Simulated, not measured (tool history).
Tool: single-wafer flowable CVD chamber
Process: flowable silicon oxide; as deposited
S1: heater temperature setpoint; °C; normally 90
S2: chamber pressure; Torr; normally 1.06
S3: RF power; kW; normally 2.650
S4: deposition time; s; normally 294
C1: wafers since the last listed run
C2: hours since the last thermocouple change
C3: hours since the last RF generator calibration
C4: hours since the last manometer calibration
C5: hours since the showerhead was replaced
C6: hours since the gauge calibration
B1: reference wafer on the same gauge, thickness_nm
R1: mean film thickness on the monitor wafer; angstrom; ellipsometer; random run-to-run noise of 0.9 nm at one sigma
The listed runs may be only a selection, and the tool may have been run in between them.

{"run": 1, "day": 0.0, "S1": 90, "S2": 1.06, "S3": 2.65, "S4": 294, "C1": 0, "C2": 763.2, "C3": 839.6, "C4": 93.1, "C5": 3149.6, "C6": 913.3, "B1": 321.109, "R1": 3515.3}
{"run": 2, "day": 2.433, "S1": 90, "S2": 1.06, "S3": 2.65, "S4": 294, "C1": 226, "C2": 821.6, "C3": 898.0, "C4": 151.5, "C5": 3208.0, "C6": 971.7, "B1": 321.112, "R1": 3515.55}
{"run": 3, "day": 5.358, "S1": 90, "S2": 1.06, "S3": 2.65, "S4": 294, "C1": 272, "C2": 891.8, "C3": 968.2, "C4": 221.7, "C5": 3278.2, "C6": 1041.9, "B1": 320.96, "R1": 3533.27}
{"run": 4, "day": 6.433, "S1": 90, "S2": 1.06, "S3": 2.865, "S4": 294, "C1": 99, "C2": 917.6, "C3": 994.0, "C4": 247.5, "C5": 3304.0, "C6": 1067.7, "B1": 320.761, "R1": 3529.69}
{"run": 5, "day": 8.733, "S1": 90, "S2": 1.06, "S3": 2.65, "S4": 294, "C1": 213, "C2": 972.8, "C3": 1049.2, "C4": 302.7, "C5": 3359.2, "C6": 1122.9, "B1": 320.945, "R1": 3517.62}
{"run": 6, "day": 11.204, "S1": 90, "S2": 1.06, "S3": 2.65, "S4": 294, "C1": 229, "C2": 1032.1, "C3": 1108.5, "C4": 362.0, "C5": 3418.5, "C6": 1182.2, "B1": 321.041, "R1": 3528.16}
{"day": 11.446, "done": "gauge calibrated"}
{"run": 7, "day": 13.338, "S1": 90, "S2": 1.06, "S3": 2.65, "S4": 294, "C1": 198, "C2": 1083.3, "C3": 1159.7, "C4": 413.2, "C5": 3469.7, "C6": 45.4, "B1": 321.368, "R1": 3521.17}
{"run": 8, "day": 15.329, "S1": 90, "S2": 1.06, "S3": 2.65, "S4": 294, "C1": 185, "C2": 1131.1, "C3": 1207.5, "C4": 461.0, "C5": 3517.5, "C6": 93.2, "B1": 320.955, "R1": 3527.69}
{"day": 16.758, "done": "thermocouple changed; heater temperature recalibrated"}
{"run": 9, "day": 17.533, "S1": 90, "S2": 1.06, "S3": 2.65, "S4": 294, "C1": 173, "C2": 18.6, "C3": 1260.4, "C4": 513.9, "C5": 3570.4, "C6": 146.1, "B1": 320.785, "R1": 3521.42}
{"run": 10, "day": 19.433, "S1": 90, "S2": 1.06, "S3": 2.65, "S4": 294, "C1": 176, "C2": 64.2, "C3": 1306.0, "C4": 559.5, "C5": 3616.0, "C6": 191.7, "B1": 320.735, "R1": 3523.91}
{"run": 11, "day": 20.7, "S1": 90, "S2": 1.06, "S3": 2.65, "S4": 294, "C1": 117, "C2": 94.6, "C3": 1336.4, "C4": 589.9, "C5": 3646.4, "C6": 222.1, "B1": 320.974, "R1": 3523.84}
{"run": 12, "day": 23.508, "S1": 80, "S2": 1.06, "S3": 2.65, "S4": 320, "C1": 261, "C2": 162.0, "C3": 1403.8, "C4": 657.3, "C5": 3713.8, "C6": 289.5, "B1": 320.934, "R1": 4975.11}
{"run": 13, "day": 25.525, "S1": 83, "S2": 0.94, "S3": 3.125, "S4": 294, "C1": 187, "C2": 210.4, "C3": 1452.2, "C4": 705.7, "C5": 3762.2, "C6": 337.9, "B1": 320.813, "R1": 3772.98}
{"run": 14, "day": 27.0, "S1": 90, "S2": 1.06, "S3": 2.65, "S4": 294, "C1": 137, "C2": 245.8, "C3": 1487.6, "C4": 741.1, "C5": 3797.6, "C6": 373.3, "B1": 321.308, "R1": 3529.08}
{"run": 15, "day": 28.958, "S1": 86, "S2": 1.06, "S3": 2.65, "S4": 294, "C1": 182, "C2": 292.8, "C3": 1534.6, "C4": 788.1, "C5": 3844.6, "C6": 420.3, "B1": 320.998, "R1": 3893.14}
{"run": 16, "day": 31.567, "S1": 90, "S2": 1.06, "S3": 2.65, "S4": 294, "C1": 242, "C2": 355.4, "C3": 1597.2, "C4": 850.7, "C5": 3907.2, "C6": 482.9, "B1": 320.936, "R1": 3518.53}
{"day": 33.092, "done": "capacitance manometer re-zeroed and calibrated"}
{"run": 17, "day": 33.112, "S1": 90, "S2": 1.06, "S3": 2.95, "S4": 294, "C1": 112, "C2": 392.5, "C3": 1634.3, "C4": 0.5, "C5": 3944.3, "C6": 520.0, "B1": 321.022, "R1": 3551.62}
{"run": 18, "day": 35.138, "S1": 90, "S2": 1.06, "S3": 3.125, "S4": 294, "C1": 188, "C2": 441.1, "C3": 1682.9, "C4": 49.1, "C5": 3992.9, "C6": 568.6, "B1": 321.103, "R1": 3577.78}
{"day": 36.592, "done": "RF generator calibrated"}
{"run": 19, "day": 36.708, "S1": 90, "S2": 1.06, "S3": 2.65, "S4": 294, "C1": 115, "C2": 478.8, "C3": 2.8, "C4": 86.8, "C5": 4030.6, "C6": 606.3, "B1": 321.015, "R1": 3516.79}
{"run": 20, "day": 38.808, "S1": 90, "S2": 1.06, "S3": 2.65, "S4": 294, "C1": 195, "C2": 529.2, "C3": 53.2, "C4": 137.2, "C5": 4081.0, "C6": 656.7, "B1": 321.136, "R1": 3513.33}
{"day": 41.158, "done": "showerhead replaced"}
{"run": 21, "day": 43.917, "S1": 90, "S2": 1.06, "S3": 2.65, "S4": 294, "C1": 444, "C2": 651.8, "C3": 175.8, "C4": 259.8, "C5": 66.2, "C6": 779.3, "B1": 321.104, "R1": 3519.32}
{"run": 22, "day": 45.783, "S1": 82, "S2": 1.32, "S3": 2.365, "S4": 294, "C1": 173, "C2": 696.6, "C3": 220.6, "C4": 304.6, "C5": 111.0, "C6": 824.1, "B1": 321.091, "R1": 5318.64}
{"run": 23, "day": 47.304, "S1": 79, "S2": 1.06, "S3": 2.65, "S4": 294, "C1": 141, "C2": 733.1, "C3": 257.1, "C4": 341.1, "C5": 147.5, "C6": 860.6, "B1": 320.667, "R1": 4709.51}
{"run": 24, "day": 50.021, "S1": 90, "S2": 1.06, "S3": 2.43, "S4": 274, "C1": 252, "C2": 798.3, "C3": 322.3, "C4": 406.3, "C5": 212.7, "C6": 925.8, "B1": 321.084, "R1": 3248.63}
{"run": 25, "day": 52.408, "S1": 82, "S2": 1.06, "S3": 2.395, "S4": 270, "C1": 222, "C2": 855.6, "C3": 379.6, "C4": 463.6, "C5": 270.0, "C6": 983.1, "B1": 320.851, "R1": 3935.15}
{"run": 26, "day": 54.071, "S1": 90, "S2": 1.06, "S3": 2.965, "S4": 294, "C1": 154, "C2": 895.5, "C3": 419.5, "C4": 503.5, "C5": 309.9, "C6": 1023.0, "B1": 321.078, "R1": 3552.23}
{"run": 27, "day": 56.196, "S1": 102, "S2": 0.98, "S3": 2.65, "S4": 294, "C1": 197, "C2": 946.5, "C3": 470.5, "C4": 554.5, "C5": 360.9, "C6": 1074.0, "B1": 320.771, "R1": 2285.03}
{"run": 28, "day": 57.246, "S1": 90, "S2": 1.06, "S3": 2.65, "S4": 294, "C1": 97, "C2": 971.7, "C3": 495.7, "C4": 579.7, "C5": 386.1, "C6": 1099.2, "B1": 320.922, "R1": 3536.16}

What differs in the tool's unlogged condition from the final listed run ahead of each entry between runs to the first listed run following it?
In the gap between runs 6 and 7: gauge calibrated (day 11.446)
  the hidden state is the same at both runs
In the gap between runs 8 and 9: thermocouple changed; heater temperature recalibrated (day 16.758)
  the hidden state is the same at both runs
In the gap between runs 16 and 17: capacitance manometer re-zeroed and calibrated (day 33.092)
  the hidden state is the same at both runs
In the gap between runs 18 and 19: RF generator calibrated (day 36.592)
  the hidden state is the same at both runs
In the gap between runs 20 and 21: showerhead replaced (day 41.158)
  the hidden state is the same at both runs

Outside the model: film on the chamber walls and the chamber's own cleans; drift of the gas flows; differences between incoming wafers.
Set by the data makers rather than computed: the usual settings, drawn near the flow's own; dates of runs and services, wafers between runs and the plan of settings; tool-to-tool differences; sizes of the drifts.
